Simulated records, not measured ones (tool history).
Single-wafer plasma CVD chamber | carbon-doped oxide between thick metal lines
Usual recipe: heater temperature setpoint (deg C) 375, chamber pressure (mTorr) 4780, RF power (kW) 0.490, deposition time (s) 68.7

run	day	heater temperature setpoint (deg C)	chamber pressure (mTorr)	RF power (kW)	deposition time (s)	read-back reference wafer on the same gauge, thickness_nm	mean film thickness on the monitor wafer (nm)
1	0.000	375	4780	0.490	63.3	268.270	303.461
2	0.575	375	4780	0.490	63.3	268.949	305.206
# day 1.396: thermocouple changed; heater temperature recalibrated
3	1.417	375	4780	0.490	68.7	268.974	331.194
4	2.429	371	4780	0.530	68.7	269.813	347.311
# day 2.967: gauge calibrated
5	3.371	371	4780	0.530	68.7	263.828	341.435
6	4.808	371	4780	0.530	68.7	263.937	341.964
7	6.275	371	4780	0.490	68.7	263.929	328.848
8	7.725	371	4780	0.490	68.7	264.035	326.438
9	8.371	363	4250	0.490	56.2	264.373	267.049
# day 9.562: capacitance manometer re-zeroed and calibrated
10	9.583	371	4780	0.530	68.7	264.157	342.411
# day 9.946: showerhead replaced
# day 9.983: RF generator calibrated
11	10.292	389	3710	0.490	68.7	264.029	301.712
12	11.275	371	4780	0.490	68.7	264.391	327.132
13	12.225	371	5820	0.540	82.2	264.339	423.433
14	13.546	366	3770	0.460	61.2	264.587	274.075
15	14.796	385	4780	0.490	68.7	264.947	318.813
16	15.583	375	4780	0.490	68.7	264.962	322.747
17	16.096	383	5840	0.490	81.0	265.020	387.230

Run 18 comes next. What will it give?
18	17.504	385	3590	0.460	68.7	?	?

Run 18 came out at read-back reference wafer on the same gauge, thickness_nm 265.286, mean film thickness on the monitor wafer (nm) 292.843.
On a tool with no hidden condition, and with the same random variation, this run would have come out at mean film thickness on the monitor wafer (nm) 291.421.

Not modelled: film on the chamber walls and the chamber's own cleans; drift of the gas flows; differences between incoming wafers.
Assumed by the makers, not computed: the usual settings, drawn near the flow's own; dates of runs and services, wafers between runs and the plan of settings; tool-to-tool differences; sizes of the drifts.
